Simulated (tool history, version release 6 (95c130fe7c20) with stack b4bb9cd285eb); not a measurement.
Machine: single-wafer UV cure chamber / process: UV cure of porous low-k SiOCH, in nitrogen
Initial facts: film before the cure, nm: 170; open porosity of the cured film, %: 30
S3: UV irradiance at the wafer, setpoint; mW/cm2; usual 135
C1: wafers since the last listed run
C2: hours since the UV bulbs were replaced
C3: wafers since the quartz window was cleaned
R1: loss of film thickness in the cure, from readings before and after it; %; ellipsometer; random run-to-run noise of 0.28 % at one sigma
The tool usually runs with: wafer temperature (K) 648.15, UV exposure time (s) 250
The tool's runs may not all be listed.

{"run": 1, "hour": 0.0, "wafer temperature (K)": 633.15, "UV exposure time (s)": 250, "S3": 156, "C1": 0, "C2": 471.6, "C3": 379, "R1": 15.238}
{"run": 2, "hour": 67.5, "wafer temperature (K)": 648.15, "UV exposure time (s)": 250, "S3": 135, "C1": 440, "C2": 539.1, "C3": 820, "R1": 14.515}
{"run": 3, "hour": 134.5, "wafer temperature (K)": 648.15, "UV exposure time (s)": 250, "S3": 135, "C1": 437, "C2": 606.1, "C3": 1257, "R1": 14.254}
{"run": 4, "hour": 199.7, "wafer temperature (K)": 648.15, "UV exposure time (s)": 155, "S3": 115, "C1": 425, "C2": 671.3, "C3": 1683, "R1": 11.844}
{"run": 5, "hour": 230.4, "wafer temperature (K)": 648.15, "UV exposure time (s)": 250, "S3": 135, "C1": 200, "C2": 702.0, "C3": 1883, "R1": 14.676}
{"run": 6, "hour": 293.3, "wafer temperature (K)": 648.15, "UV exposure time (s)": 250, "S3": 135, "C1": 410, "C2": 764.9, "C3": 2294, "R1": 14.525}
{"run": 7, "hour": 346.1, "wafer temperature (K)": 648.15, "UV exposure time (s)": 250, "S3": 135, "C1": 344, "C2": 817.7, "C3": 2638, "R1": 14.486}
{"hour": 354.8, "done": "quartz window cleaned"}
{"run": 8, "hour": 375.2, "wafer temperature (K)": 648.15, "UV exposure time (s)": 250, "S3": 135, "C1": 137, "C2": 846.8, "C3": 132, "R1": 14.478}
{"run": 9, "hour": 406.5, "wafer temperature (K)": 648.15, "UV exposure time (s)": 250, "S3": 135, "C1": 204, "C2": 878.1, "C3": 337, "R1": 14.871}
{"run": 10, "hour": 462.4, "wafer temperature (K)": 648.15, "UV exposure time (s)": 250, "S3": 135, "C1": 364, "C2": 934.0, "C3": 702, "R1": 14.506}
{"run": 11, "hour": 499.5, "wafer temperature (K)": 648.15, "UV exposure time (s)": 190, "S3": 135, "C1": 242, "C2": 971.1, "C3": 944, "R1": 13.619}
{"run": 12, "hour": 541.3, "wafer temperature (K)": 648.15, "UV exposure time (s)": 250, "S3": 135, "C1": 272, "C2": 1012.9, "C3": 1217, "R1": 14.387}

Predict the results of run 13:
{"run": 13, "hour": 592.1, "wafer temperature (K)": 635.15, "UV exposure time (s)": 190, "S3": 135, "C1": 331, "C2": 1063.7, "C3": 1548, "R1": "?"}

Run 13 produced R1 12.994 %.
If the tool had no hidden condition, the same run with the same run-to-run variation would have returned R1 14.504 %.
